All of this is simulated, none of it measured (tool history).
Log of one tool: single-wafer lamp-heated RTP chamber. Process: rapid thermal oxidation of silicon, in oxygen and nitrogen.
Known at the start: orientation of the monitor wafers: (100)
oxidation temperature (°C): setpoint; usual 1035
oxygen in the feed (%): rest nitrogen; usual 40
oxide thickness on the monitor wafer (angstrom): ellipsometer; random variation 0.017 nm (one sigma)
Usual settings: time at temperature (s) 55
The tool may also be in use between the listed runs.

run	hour	oxidation temperature (°C)	time at temperature (s)	oxygen in the feed (%)	wafers since the last listed run	wafers since the last pyrometer calibration	hours since the oxygen flow controller was replaced	hours since the gauge calibration	read-back reference wafer on the same gauge, thickness	oxide thickness on the monitor wafer (angstrom)
1	0.0	1035	55	24	0	7930	3987.1	83.3	5.539	41.49
2	10.3	1035	55	24	63	7993	3997.4	93.6	5.540	41.36
3	17.5	1035	55	40	44	8038	4004.6	100.8	5.544	48.96
4	35.0	1035	55	40	108	8146	4022.1	118.3	5.530	48.85
5	63.6	1035	55	40	177	8324	4050.7	146.9	5.543	48.99
# hour 73.5: oxygen flow controller replaced
6	80.7	1035	55	40	56	8380	7.2	164.0	5.547	49.08
7	90.4	1035	55	40	60	8440	16.9	173.7	5.540	48.91
8	141.7	1021	55	40	317	8758	68.2	225.0	5.540	44.55
9	147.7	1035	55	40	37	8795	74.2	231.0	5.540	49.04
10	155.6	1035	55	40	48	8844	82.1	238.9	5.542	49.01
11	173.2	1035	55	40	109	8953	99.7	256.5	5.539	48.76
12	182.4	1035	55	40	57	9010	108.9	265.7	5.534	48.98
# hour 192.3: pyrometer window cleaned and pyrometer calibrated
13	192.8	1035	55	40	14	3	119.3	276.1	5.536	48.91
14	196.5	1035	55	40	22	26	123.0	279.8	5.547	48.75
15	213.8	1013	72	66	107	133	140.3	297.1	5.541	56.29
16	230.4	1054	55	32	102	236	156.9	313.7	5.539	51.42
17	237.3	1035	55	17	42	279	163.8	320.6	5.535	37.07
18	253.8	1065	55	40	102	381	180.3	337.1	5.541	60.07
19	263.5	1035	76	40	60	441	190.0	346.8	5.537	56.60
20	274.8	1035	38	40	70	511	201.3	358.1	5.543	42.21
21	285.5	1035	32	68	66	577	212.0	368.8	5.540	46.74
22	297.6	1035	71	40	74	652	224.1	380.9	5.538	54.60
23	310.8	1027	38	48	81	734	237.3	394.1	5.539	42.44
# hour 328.1: gauge calibrated
24	339.8	1011	76	30	179	914	266.3	11.7	5.543	43.30
25	353.5	1035	55	30	84	999	280.0	25.4	5.545	44.51
26	363.9	1035	55	40	64	1063	290.4	35.8	5.537	48.83
27	371.8	1035	55	40	48	1112	298.3	43.7	5.540	48.89
28	385.4	1056	55	40	84	1196	311.9	57.3	5.542	56.51
29	421.2	1010	34	51	221	1418	347.7	93.1	5.548	36.85
30	430.7	1023	36	24	58	1477	357.2	102.6	5.540	32.60
31	441.7	1010	75	40	68	1545	368.2	113.6	5.538	47.26
32	453.8	1055	40	61	74	1620	380.3	125.7	5.534	56.64
33	464.6	1035	55	40	66	1687	391.1	136.5	5.548	48.92
34	475.6	1043	79	40	68	1756	402.1	147.5	5.537	60.73
35	486.5	1045	82	25	67	1823	413.0	158.4	5.546	52.89
36	502.4	1035	55	40	98	1922	428.9	174.3	5.545	48.57
37	512.2	1061	55	40	60	1982	438.7	184.1	5.543	58.64
38	525.8	1035	55	40	84	2067	452.3	197.7	5.548	49.11

Hidden state at the last listed run before each entry between runs and at the first one after, where it differs:
Between runs 5 and 6: oxygen flow controller replaced (hour 73.5)
  no hidden state differs between the two runs
Between runs 12 and 13: pyrometer window cleaned and pyrometer calibrated (hour 192.3)
  no hidden state differs between the two runs
Between runs 23 and 24: gauge calibrated (hour 328.1)
  no hidden state differs between the two runs
